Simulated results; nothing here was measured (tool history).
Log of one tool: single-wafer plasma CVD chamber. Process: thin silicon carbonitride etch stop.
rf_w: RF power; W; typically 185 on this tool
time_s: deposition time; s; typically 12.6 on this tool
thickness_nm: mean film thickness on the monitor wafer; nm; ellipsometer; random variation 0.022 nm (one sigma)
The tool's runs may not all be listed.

run	hour	rf_w	time_s	wafers since the last listed run	hours since the last thermocouple change	hours since the last RF generator calibration	hours since the showerhead was replaced	hours since the gauge calibration	read-back reference wafer on the same gauge, thickness_nm	thickness_nm
1	0.0	185	12.6	0	2079.4	700.5	7194.7	317.9	6.121	6.910
2	44.8	160	12.6	1217	2124.2	745.3	7239.5	362.7	6.118	6.432
3	112.8	175	12.6	1848	2192.2	813.3	7307.5	430.7	6.121	6.730
4	158.9	185	10.6	1252	2238.3	859.4	7353.6	476.8	6.115	5.823
5	266.0	185	12.6	2910	2345.4	966.5	7460.7	583.9	6.121	6.909
6	335.8	170	12.6	1897	2415.2	1036.3	7530.5	653.7	6.122	6.577
# hour 350.2: thermocouple changed; heater temperature recalibrated
# hour 371.2: gauge calibrated
7	398.0	170	12.6	1473	47.8	1098.5	7592.7	26.8	6.119	6.624

Run 8 is up next; what results do you expect?
8	462.7	185	12.6	1758	112.5	1163.2	7657.4	91.5	?	?

Run 8 produced read-back reference wafer on the same gauge, thickness_nm 6.121, thickness_nm 6.893 nm.
The same run, on a tool lacking any hidden state, would have yielded thickness_nm 7.094 nm.
